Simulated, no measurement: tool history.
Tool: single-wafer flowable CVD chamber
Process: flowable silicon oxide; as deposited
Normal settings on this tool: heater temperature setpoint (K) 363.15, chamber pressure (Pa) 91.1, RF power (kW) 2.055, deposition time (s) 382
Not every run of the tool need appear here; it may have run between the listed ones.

run,hour,heater temperature setpoint (K),chamber pressure (Pa),RF power (kW),deposition time (s),wafers since the last listed run,hours since the last thermocouple change,hours since the last RF generator calibration,hours since the last manometer calibration,hours since the showerhead was replaced,hours since the gauge calibration,"read-back reference wafer on the same gauge, thickness_nm",mean film thickness on the monitor wafer (angstrom)
1,0.0,353.15,91.1,2.055,335,0,2809.2,1965.6,2580.4,4137.3,143.0,246.019,2758.96
2,13.7,353.15,91.1,2.055,335,65,2822.9,1979.3,2594.1,4151.0,156.7,246.011,2777.61
3,28.0,372.15,91.1,2.055,382,68,2837.2,1993.6,2608.4,4165.3,171.0,246.087,1841.87
4,40.1,355.15,91.1,1.840,382,58,2849.3,2005.7,2620.5,4177.4,183.1,246.011,2905.27
5,50.6,355.15,91.1,1.840,382,50,2859.8,2016.2,2631.0,4187.9,193.6,245.939,2893.25
6,57.1,363.15,91.1,2.055,366,31,2866.3,2022.7,2637.5,4194.4,200.1,246.018,2300.15
7,63.3,363.15,83.7,2.055,382,29,2872.5,2028.9,2643.7,4200.6,206.3,246.078,2203.74
8,72.5,363.15,83.7,2.055,382,44,2881.7,2038.1,2652.9,4209.8,215.5,246.020,2209.69
9,89.9,363.15,91.1,2.055,382,83,2899.1,2055.5,2670.3,4227.2,232.9,246.022,2390.59
10,97.6,363.15,91.1,2.055,382,37,2906.8,2063.2,2678.0,4234.9,240.6,246.056,2395.43
11,110.3,363.15,91.1,2.055,382,61,2919.5,2075.9,2690.7,4247.6,253.3,246.067,2390.93
12,126.1,363.15,91.1,2.055,382,75,2935.3,2091.7,2706.5,4263.4,269.1,245.881,2396.22
# hour 136.8: RF generator calibrated
13,137.3,363.15,91.1,2.055,382,15,2946.5,0.5,2717.7,4274.6,280.3,245.982,2397.50
# hour 150.0: showerhead replaced
# hour 152.8: capacitance manometer re-zeroed and calibrated
14,153.3,363.15,91.1,2.055,382,24,2962.5,16.5,0.5,3.3,296.3,245.981,2587.73
15,160.5,363.15,91.1,1.875,382,34,2969.7,23.7,7.7,10.5,303.5,246.017,2531.68
# hour 172.5: thermocouple changed; heater temperature recalibrated
# hour 172.9: gauge calibrated
16,173.0,352.15,91.1,1.835,350,21,0.5,36.2,20.2,23.0,0.1,245.982,3395.34
17,187.4,363.15,91.1,2.055,382,69,14.9,50.6,34.6,37.4,14.5,245.984,2846.48
18,195.5,363.15,98.5,2.055,382,38,23.0,58.7,42.7,45.5,22.6,246.047,3093.52
19,205.5,363.15,91.1,1.705,457,48,33.0,68.7,52.7,55.5,32.6,246.020,3234.76
20,246.3,349.15,82.9,1.745,382,196,73.8,109.5,93.5,96.3,73.4,246.021,3537.60
21,256.0,357.15,91.1,2.055,382,46,83.5,119.2,103.2,106.0,83.1,246.068,3307.74
22,272.4,369.15,91.1,2.055,345,78,99.9,135.6,119.6,122.4,99.5,245.937,2137.93
23,284.9,355.15,91.1,1.775,382,60,112.4,148.1,132.1,134.9,112.0,245.971,3355.76
24,297.9,363.15,91.1,1.920,382,62,125.4,161.1,145.1,147.9,125.0,246.059,2786.00
25,312.7,354.15,91.1,1.780,382,71,140.2,175.9,159.9,162.7,139.8,245.943,3430.58
26,348.9,363.15,91.1,2.055,382,173,176.4,212.1,196.1,198.9,176.0,246.140,2826.01
27,365.9,353.15,83.7,2.455,382,81,193.4,229.1,213.1,215.9,193.0,246.022,3477.80
28,373.8,363.15,110.3,2.180,382,37,201.3,237.0,221.0,223.8,200.9,245.952,3454.66
29,380.9,363.15,91.1,2.055,382,34,208.4,244.1,228.1,230.9,208.0,245.978,2811.39

A few steps of mean film thickness on the monitor wafer (angstrom) between consecutive runs. Split each: what settings, incoming material and random variation would produce without the hidden state, and what is left over for the hidden state, along with gauge scatter present in only one of the two compared results (measured, and without hidden state):
Hidden conditions of the tool in this case: wafer temperature above the value expected at the setpoint (K); delivered RF power above the setpoint (%); true pressure above the setpoint (%); gauge reads high (%).
Run 13 -> 14: showerhead replaced, capacitance manometer re-zeroed and calibrated. mean film thickness on the monitor wafer (angstrom) +190.23: hidden state +207.61, all else -17.38.
Run 15 -> 16: heater temperature setpoint (K) 363.15 -> 352.15, RF power (kW) 1.875 -> 1.835, deposition time (s) 382 -> 350, thermocouple changed; heater temperature recalibrated, gauge calibrated. mean film thickness on the monitor wafer (angstrom) +863.66: hidden state +267.51, all else +596.15.
Run 21 -> 22: heater temperature setpoint (K) 357.15 -> 369.15, deposition time (s) 382 -> 345. mean film thickness on the monitor wafer (angstrom) -1169.81: hidden state +7.48, all else -1177.29.
Run 22 -> 23: heater temperature setpoint (K) 369.15 -> 355.15, RF power (kW) 2.055 -> 1.775, deposition time (s) 345 -> 382. mean film thickness on the monitor wafer (angstrom) +1217.83: hidden state -16.63, all else +1234.46.
